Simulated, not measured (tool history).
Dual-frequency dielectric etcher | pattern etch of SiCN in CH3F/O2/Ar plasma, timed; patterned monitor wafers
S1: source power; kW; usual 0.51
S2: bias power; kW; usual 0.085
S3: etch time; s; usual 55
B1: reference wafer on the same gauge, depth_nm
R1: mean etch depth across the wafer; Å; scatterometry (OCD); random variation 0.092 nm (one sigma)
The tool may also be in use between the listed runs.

{"run": 1, "hour": 0.0, "S1": 0.51, "S2": 0.074, "S3": 49, "B1": 22.39, "R1": 217.9}
{"hour": 27.9, "done": "gauge calibrated"}
{"run": 2, "hour": 53.7, "S1": 0.51, "S2": 0.074, "S3": 49, "B1": 22.38, "R1": 216.8}
{"run": 3, "hour": 84.8, "S1": 0.51, "S2": 0.074, "S3": 49, "B1": 22.39, "R1": 218.3}
{"run": 4, "hour": 124.7, "S1": 0.51, "S2": 0.085, "S3": 55, "B1": 22.36, "R1": 261.4}
{"hour": 150.7, "done": "wet clean of the chamber"}
{"run": 5, "hour": 169.1, "S1": 0.51, "S2": 0.085, "S3": 55, "B1": 22.38, "R1": 252.5}
{"run": 6, "hour": 202.5, "S1": 0.51, "S2": 0.085, "S3": 55, "B1": 22.4, "R1": 252.7}
{"run": 7, "hour": 244.9, "S1": 0.57, "S2": 0.085, "S3": 55, "B1": 22.39, "R1": 259.7}
{"run": 8, "hour": 285.5, "S1": 0.57, "S2": 0.085, "S3": 55, "B1": 22.4, "R1": 260.4}
{"run": 9, "hour": 347.5, "S1": 0.45, "S2": 0.085, "S3": 55, "B1": 22.41, "R1": 246.6}
{"hour": 357.2, "done": "bias power generator calibrated"}
{"run": 10, "hour": 403.8, "S1": 0.51, "S2": 0.085, "S3": 51.5, "B1": 22.38, "R1": 239.6}
{"run": 11, "hour": 470.4, "S1": 0.45, "S2": 0.085, "S3": 55, "B1": 22.41, "R1": 250.7}
{"run": 12, "hour": 499.0, "S1": 0.51, "S2": 0.074, "S3": 49, "B1": 22.42, "R1": 217.5}
{"hour": 536.5, "done": "gauge calibrated"}
{"run": 13, "hour": 537.7, "S1": 0.51, "S2": 0.085, "S3": 55, "B1": 22.41, "R1": 258.2}
{"hour": 548.6, "done": "source power generator calibrated"}
{"hour": 561.8, "done": "upper electrode replaced, of another model than before"}
{"hour": 589.7, "done": "wet clean of the chamber"}
{"run": 14, "hour": 590.2, "S1": 0.51, "S2": 0.103, "S3": 55, "B1": 22.39, "R1": 277.9}
{"run": 15, "hour": 614.0, "S1": 0.39, "S2": 0.085, "S3": 48, "B1": 22.42, "R1": 209.9}
{"run": 16, "hour": 655.1, "S1": 0.45, "S2": 0.085, "S3": 65, "B1": 22.42, "R1": 288.5}
{"run": 17, "hour": 704.1, "S1": 0.51, "S2": 0.085, "S3": 47.5, "B1": 22.38, "R1": 215.9}
{"run": 18, "hour": 771.5, "S1": 0.51, "S2": 0.075, "S3": 43.5, "B1": 22.45, "R1": 183.5}
{"run": 19, "hour": 831.4, "S1": 0.51, "S2": 0.068, "S3": 55, "B1": 22.42, "R1": 218.3}
{"run": 20, "hour": 882.9, "S1": 0.51, "S2": 0.1, "S3": 55, "B1": 22.4, "R1": 279.6}

Forecast each of these 3 alternatives for the next run:
{"run": "A", "hour": 883.3, "S1": 0.51, "S2": 0.085, "S3": 55, "B1": "?", "R1": "?"}
{"run": "B", "hour": 883.3, "S1": 0.61, "S2": 0.069, "S3": 61.5, "B1": "?", "R1": "?"}
{"run": "C", "hour": 883.3, "S1": 0.51, "S2": 0.076, "S3": 55, "B1": "?", "R1": "?"}

run=A B1=22.42 R1=253
run=B B1=22.42 R1=253.4
run=C B1=22.42 R1=235.8
Without the tool's hidden state the same runs would have given:
run=A R1=248
run=B R1=248.4
run=C R1=231.2
